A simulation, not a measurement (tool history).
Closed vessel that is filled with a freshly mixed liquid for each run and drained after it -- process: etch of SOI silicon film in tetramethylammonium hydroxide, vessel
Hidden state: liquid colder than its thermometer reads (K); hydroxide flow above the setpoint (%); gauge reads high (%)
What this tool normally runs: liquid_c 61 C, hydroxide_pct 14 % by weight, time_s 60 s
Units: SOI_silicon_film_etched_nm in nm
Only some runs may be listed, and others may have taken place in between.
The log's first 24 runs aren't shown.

run,day,liquid_c,hydroxide_pct,time_s,wafers since the last listed run,hours since the thermometer was replaced,hours since the hydroxide flow meter was replaced,hours since the gauge calibration,"read-back film thickness of the SOI silicon film reference wafer, read on the same gauge (nm)",SOI_silicon_film_etched_nm
25,27.408,61,11,60,1072,81.3,379.2,330.4,39.99,267.57
26,27.921,61,14,60,909,93.6,391.5,342.7,40.03,237.94
27,29.017,63.5,16,60,1944,119.9,417.8,369,40.01,261.94
28,29.658,55.5,14,30,1138,135.3,433.2,384.4,39.99,84.11
29,30.383,61,14,60,1286,152.7,450.6,401.8,39.99,239.95
30,31.371,61,14,60,1752,176.4,474.3,425.5,40.01,241.32
31,32.075,61,11.5,80,1249,193.3,491.2,442.4,39.98,340.63
# day 32.9: gauge calibrated
32,33.446,61,14,60,2432,226.2,524.1,13.1,40.02,237.88
33,34.342,63.5,16,60,1589,247.7,545.6,34.6,39.98,260.58
34,35.562,56,14,95,2166,277,574.9,63.9,40.01,269.57

Forecast each of these 4 alternatives for the next run:
A,35.592,61,15.5,60,51,277.7,575.6,64.6,?,?
B,35.592,56.5,16,75,51,277.7,575.6,64.6,?,?
C,35.592,54,14,75,51,277.7,575.6,64.6,?,?
D,35.592,61,10.5,60,51,277.7,575.6,64.6,?,?

run,"read-back film thickness of the SOI silicon film reference wafer, read on the same gauge (nm)",SOI_silicon_film_etched_nm
A,40,227.07
B,40,211.06
C,40,190.24
D,40,268.38
Take away the tool's hidden state, keep each run's random variation, and the runs would have read:
run,SOI_silicon_film_etched_nm
A,237.59
B,221.19
C,199.51
D,280.82
